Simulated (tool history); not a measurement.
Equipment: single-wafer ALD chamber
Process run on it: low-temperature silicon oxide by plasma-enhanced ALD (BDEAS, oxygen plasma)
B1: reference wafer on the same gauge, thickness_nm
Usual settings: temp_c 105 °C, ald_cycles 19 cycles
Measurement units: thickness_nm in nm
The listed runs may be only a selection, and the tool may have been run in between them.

Run 1, day 0: usual settings but temp_c 95 °C, ald_cycles 18 cycles; B1 2.627. Result: thickness_nm 2.509 nm.
Run 2, day 1.467: usual settings but temp_c 95 °C, ald_cycles 18 cycles; B1 2.624. Result: thickness_nm 2.511 nm.
Run 3, day 4.754: usual settings but temp_c 95 °C, ald_cycles 18 cycles; B1 2.62. Result: thickness_nm 2.522 nm.
Run 4, day 5.746: usual settings but temp_c 114 °C; B1 2.619. Result: thickness_nm 2.558 nm.
Run 5, day 8.504: usual settings but temp_c 114 °C; B1 2.62. Result: thickness_nm 2.541 nm.
Run 6, day 9.788: usual settings but temp_c 98 °C, ald_cycles 18 cycles; B1 2.618. Result: thickness_nm 2.478 nm.
Run 7, day 10.908: usual settings but temp_c 98 °C, ald_cycles 18 cycles; B1 2.616. Result: thickness_nm 2.481 nm.
Run 8, day 11.85: usual settings but ald_cycles 18 cycles; B1 2.616. Result: thickness_nm 2.449 nm.
Run 9, day 13.229: usual settings but ald_cycles 18 cycles; B1 2.615. Result: thickness_nm 2.437 nm.
Run 10, day 14.4: usual settings but ald_cycles 18 cycles; B1 2.613. Result: thickness_nm 2.44 nm.
Run 11, day 15.042: usual settings but temp_c 99 °C, ald_cycles 16 cycles; B1 2.614. Result: thickness_nm 2.196 nm.
At day 15.929: thermocouple changed; heater temperature recalibrated.
Run 12, day 15.95: usual settings but temp_c 99 °C, ald_cycles 16 cycles; B1 2.614. Result: thickness_nm 2.197 nm.
Run 13, day 16.908: usual settings; B1 2.608. Result: thickness_nm 2.561 nm.
Run 14, day 17.888: usual settings; B1 2.605. Result: thickness_nm 2.566 nm.
Run 15, day 19.162: usual settings but ald_cycles 18 cycles; B1 2.604. Result: thickness_nm 2.444 nm.
Run 16, day 20.533: usual settings but temp_c 90 °C, ald_cycles 16 cycles; B1 2.604. Result: thickness_nm 2.243 nm.
Run 17, day 21.212: usual settings but temp_c 96 °C, ald_cycles 17 cycles; B1 2.604. Result: thickness_nm 2.349 nm.
Run 18, day 21.746: usual settings but ald_cycles 21 cycles; B1 2.603. Result: thickness_nm 2.835 nm.
At day 22.417: gauge calibrated.
Run 19, day 22.592: usual settings but temp_c 119 °C, ald_cycles 22 cycles; B1 2.624. Result: thickness_nm 2.933 nm.
Run 20, day 23.625: usual settings but temp_c 116 °C, ald_cycles 17 cycles; B1 2.627. Result: thickness_nm 2.271 nm.
Run 21, day 27.442: usual settings; B1 2.627. Result: thickness_nm 2.598 nm.
Run 22, day 28.592: usual settings but temp_c 100 °C; B1 2.625. Result: thickness_nm 2.603 nm.
Run 23, day 29.658: usual settings but ald_cycles 20 cycles; B1 2.621. Result: thickness_nm 2.743 nm.
Run 24, day 31.092: usual settings but temp_c 98 °C; B1 2.625. Result: thickness_nm 2.629 nm.
Run 25, day 32.062: usual settings but temp_c 110 °C, ald_cycles 21 cycles; B1 2.621. Result: thickness_nm 2.853 nm.
Run 26, day 32.742: usual settings; B1 2.627. Result: thickness_nm 2.601 nm.
Run 27, day 33.288: usual settings; B1 2.625. Result: thickness_nm 2.599 nm.
Run 28, day 34.771: usual settings but temp_c 113 °C, ald_cycles 18 cycles; B1 2.624. Result: thickness_nm 2.438 nm.
Run 29, day 36.033: usual settings but temp_c 110 °C; B1 2.622. Result: thickness_nm 2.569 nm.

Measured less the same run without the tool's hidden state. The same run-to-run variation is in both; the gauge's scatter may not be:
What the log doesn't record here: wafer temperature above the value expected at the setpoint (K); gauge reads high (%).
run  thickness_nm
  1        -0.005
  2        -0.006
  3        -0.008
  4        -0.009
  5        -0.012
  6        -0.012
  7        -0.014
  8        -0.014
  9        -0.015
 10        -0.017
 11        -0.015
 12        -0.017
 13         -0.02
 14        -0.021
 15        -0.021
 16        -0.021
 17        -0.023
 18        -0.029
 19        -0.005
 20        -0.004
 21        -0.005
 22        -0.005
 23        -0.005
 24        -0.006
 25        -0.006
 26        -0.006
 27        -0.006
 28        -0.006
 29        -0.007
